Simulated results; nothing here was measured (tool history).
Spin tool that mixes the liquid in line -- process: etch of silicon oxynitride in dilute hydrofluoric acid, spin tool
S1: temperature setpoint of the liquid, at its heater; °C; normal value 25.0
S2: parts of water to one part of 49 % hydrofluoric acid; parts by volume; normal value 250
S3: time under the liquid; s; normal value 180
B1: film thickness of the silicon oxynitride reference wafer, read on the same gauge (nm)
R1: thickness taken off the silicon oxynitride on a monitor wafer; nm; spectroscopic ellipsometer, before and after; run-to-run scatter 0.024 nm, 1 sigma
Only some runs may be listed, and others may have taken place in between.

Run 1, hour 0.0: usual settings but S3 120 s; B1 50.008. Result: R1 1.173 nm.
Run 2, hour 18.5: usual settings but S3 120 s; B1 49.976. Result: R1 1.151 nm.
Run 3, hour 36.8: usual settings; B1 50.018. Result: R1 1.676 nm.
At hour 56.0: hydrofluoric acid flow meter replaced.
Run 4, hour 64.5: usual settings; B1 49.990. Result: R1 1.761 nm.
Run 5, hour 94.9: usual settings but S3 235 s; B1 49.978. Result: R1 2.276 nm.
Run 6, hour 130.2: usual settings but S3 235 s; B1 49.986. Result: R1 2.257 nm.
Run 7, hour 149.1: usual settings but S3 235 s; B1 49.988. Result: R1 2.223 nm.
Run 8, hour 167.3: usual settings; B1 50.000. Result: R1 1.726 nm.
Run 9, hour 202.8: usual settings; B1 50.011. Result: R1 1.715 nm.
At hour 223.3: thermometer replaced.
Run 10, hour 228.9: usual settings but S2 220 parts by volume, S3 135 s; B1 50.016. Result: R1 1.475 nm.
Run 11, hour 243.3: usual settings but S1 29.0 °C, S2 300 parts by volume, S3 145 s; B1 49.989. Result: R1 1.335 nm.
Run 12, hour 257.4: usual settings; B1 49.975. Result: R1 1.754 nm.
Run 13, hour 282.2: usual settings but S2 185 parts by volume, S3 220 s; B1 50.027. Result: R1 3.087 nm.
Run 14, hour 309.5: usual settings but S1 22.5 °C, S2 195 parts by volume; B1 50.056. Result: R1 2.047 nm.
Run 15, hour 325.4: usual settings; B1 50.020. Result: R1 1.731 nm.
Run 16, hour 385.6: usual settings but S1 27.0 °C; B1 49.998. Result: R1 1.909 nm.
Run 17, hour 402.4: usual settings; B1 50.000. Result: R1 1.777 nm.
Run 18, hour 415.3: usual settings but S1 21.5 °C, S2 175 parts by volume, S3 105 s; B1 50.002. Result: R1 1.299 nm.
Run 19, hour 448.1: usual settings but S1 28.0 °C, S2 135 parts by volume, S3 85 s; B1 49.999. Result: R1 1.867 nm.
Run 20, hour 478.2: usual settings but S1 23.0 °C, S2 160 parts by volume; B1 50.007. Result: R1 2.621 nm.
Run 21, hour 506.8: usual settings but S1 27.0 °C, S2 150 parts by volume, S3 280 s; B1 49.998. Result: R1 5.285 nm.
Run 22, hour 536.5: usual settings; B1 49.999. Result: R1 1.726 nm.
Run 23, hour 558.2: usual settings but S1 20.5 °C; B1 49.971. Result: R1 1.433 nm.
At hour 593.7: gauge calibrated.
Run 24, hour 660.8: usual settings; B1 49.984. Result: R1 1.726 nm.
Run 25, hour 680.2: usual settings; B1 50.012. Result: R1 1.699 nm.
Run 26, hour 715.8: usual settings but S1 27.0 °C, S2 315 parts by volume, S3 290 s; B1 50.008. Result: R1 2.283 nm.
Run 27, hour 743.5: usual settings but S1 22.5 °C, S2 170 parts by volume, S3 280 s; B1 50.018. Result: R1 3.808 nm.
Run 28, hour 765.8: usual settings but S1 27.5 °C, S2 155 parts by volume, S3 215 s; B1 50.034. Result: R1 3.988 nm.
Run 29, hour 792.2: usual settings but S1 21.0 °C; B1 50.012. Result: R1 1.403 nm.
Run 30, hour 815.6: usual settings but S1 28.0 °C, S2 335 parts by volume, S3 240 s; B1 49.990. Result: R1 1.804 nm.
Run 31, hour 847.0: usual settings but S1 30.0 °C, S3 245 s; B1 50.013. Result: R1 2.883 nm.
Run 32, hour 859.3: usual settings but S1 23.5 °C, S2 200 parts by volume, S3 220 s; B1 50.008. Result: R1 2.569 nm.

Branching from run 32: 5 alternative next runs. What would each branch give?
Run A, hour 859.8: usual settings but S2 310 parts by volume; B1 ?. Result: R1 ?.
Run B, hour 859.8: usual settings but S1 22.5 °C, S2 185 parts by volume, S3 235 s; B1 ?. Result: R1 ?.
Run C, hour 859.8: usual settings but S1 22.5 °C, S2 170 parts by volume, S3 120 s; B1 ?. Result: R1 ?.
Run D, hour 859.8: usual settings but S1 21.0 °C, S2 340 parts by volume, S3 85 s; B1 ?. Result: R1 ?.
Run E, hour 859.8: usual settings but S1 22.0 °C, S3 130 s; B1 ?. Result: R1 ?.

run      B1     R1
  A  49.951  1.370
  B  49.951  2.936
  C  49.951  1.650
  D  49.951  0.488
  E  49.951  1.123
The same runs, with their run-to-run variation unchanged, on a tool lacking any hidden condition would have given:
run     R1
  A  1.370
  B  2.936
  C  1.650
  D  0.488
  E  1.123

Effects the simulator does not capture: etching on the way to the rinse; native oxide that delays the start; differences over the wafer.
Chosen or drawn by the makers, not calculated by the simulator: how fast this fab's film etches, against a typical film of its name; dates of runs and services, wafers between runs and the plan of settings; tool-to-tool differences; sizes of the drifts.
